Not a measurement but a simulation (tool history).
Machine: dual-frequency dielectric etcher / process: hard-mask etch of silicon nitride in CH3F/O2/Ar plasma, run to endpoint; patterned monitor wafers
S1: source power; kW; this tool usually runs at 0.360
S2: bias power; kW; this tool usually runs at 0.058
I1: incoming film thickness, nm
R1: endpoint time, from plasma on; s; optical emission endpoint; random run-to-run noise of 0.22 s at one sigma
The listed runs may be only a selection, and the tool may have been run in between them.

| run | hour | S1 | S2 | I1 | R1 |
|---|---|---|---|---|---|
| 1 | 0.0 | 0.360 | 0.058 | 31.94 | 53.7 |
| 2 | 24.2 | 0.360 | 0.058 | 32.01 | 54.0 |
|  | 51.4 | upper electrode replaced |
| 3 | 64.8 | 0.360 | 0.058 | 31.96 | 53.7 |
| 4 | 103.8 | 0.360 | 0.058 | 32.01 | 54.5 |
| 5 | 165.3 | 0.360 | 0.058 | 31.95 | 54.1 |
| 6 | 222.4 | 0.400 | 0.058 | 32.19 | 53.4 |
| 7 | 263.7 | 0.400 | 0.058 | 31.81 | 52.3 |
| 8 | 329.1 | 0.400 | 0.058 | 32.11 | 52.9 |
| 9 | 394.5 | 0.410 | 0.065 | 32.32 | 51.4 |
|  | 399.3 | source power generator calibrated |
| 10 | 439.2 | 0.440 | 0.071 | 31.87 | 48.3 |
|  | 467.0 | wet clean of the chamber |
| 11 | 502.8 | 0.420 | 0.054 | 31.98 | 52.5 |
| 12 | 533.4 | 0.430 | 0.064 | 31.86 | 49.2 |
|  | 555.2 | bias power generator calibrated |
| 13 | 594.8 | 0.360 | 0.058 | 32.00 | 53.6 |
| 14 | 647.5 | 0.440 | 0.050 | 32.03 | 52.9 |
| 15 | 698.0 | 0.280 | 0.067 | 31.91 | 55.9 |
| 16 | 744.2 | 0.360 | 0.045 | 32.23 | 58.8 |
| 17 | 883.7 | 0.360 | 0.058 | 31.93 | 54.3 |
| 18 | 926.0 | 0.310 | 0.068 | 32.34 | 55.3 |
| 19 | 970.6 | 0.420 | 0.054 | 32.09 | 53.2 |
|  | 1040.0 | wet clean of the chamber |
| 20 | 1040.5 | 0.360 | 0.069 | 32.25 | 51.6 |
| 21 | 1047.7 | 0.430 | 0.064 | 32.11 | 49.7 |
| 22 | 1108.7 | 0.420 | 0.051 | 32.22 | 53.8 |
| 23 | 1167.9 | 0.360 | 0.058 | 32.04 | 54.1 |
| 24 | 1212.0 | 0.360 | 0.068 | 32.14 | 51.8 |
| 25 | 1256.9 | 0.360 | 0.058 | 31.63 | 53.8 |
| 26 | 1317.5 | 0.320 | 0.066 | 32.18 | 54.7 |
| 27 | 1351.6 | 0.360 | 0.044 | 31.81 | 58.4 |
| 28 | 1399.1 | 0.360 | 0.058 | 31.66 | 53.9 |
| 29 | 1448.3 | 0.360 | 0.071 | 32.10 | 51.5 |
| 30 | 1484.2 | 0.400 | 0.063 | 32.00 | 52.1 |
|  | 1540.7 | wet clean of the chamber |
| 31 | 1541.2 | 0.360 | 0.058 | 31.94 | 53.8 |
| 32 | 1570.6 | 0.360 | 0.058 | 31.94 | 53.7 |
| 33 | 1639.8 | 0.360 | 0.058 | 31.98 | 53.7 |
| 34 | 1681.3 | 0.430 | 0.058 | 31.80 | 50.5 |

Forecast each of these 5 alternatives for the next run:
| A | 1681.7 | 0.360 | 0.058 | 32.10 | ? |
| B | 1681.7 | 0.280 | 0.063 | 32.10 | ? |
| C | 1681.7 | 0.450 | 0.063 | 32.10 | ? |
| D | 1681.7 | 0.390 | 0.051 | 32.10 | ? |
| E | 1681.7 | 0.440 | 0.070 | 32.10 | ? |

| run | R1 |
|---|---|
| A | 54.1 |
| B | 56.9 |
| C | 49.2 |
| D | 54.7 |
| E | 48.1 |
Had the tool no hidden state, the same runs would have come out as:
| run | R1 |
|---|---|
| A | 53.7 |
| B | 56.5 |
| C | 48.9 |
| D | 54.3 |
| E | 47.7 |

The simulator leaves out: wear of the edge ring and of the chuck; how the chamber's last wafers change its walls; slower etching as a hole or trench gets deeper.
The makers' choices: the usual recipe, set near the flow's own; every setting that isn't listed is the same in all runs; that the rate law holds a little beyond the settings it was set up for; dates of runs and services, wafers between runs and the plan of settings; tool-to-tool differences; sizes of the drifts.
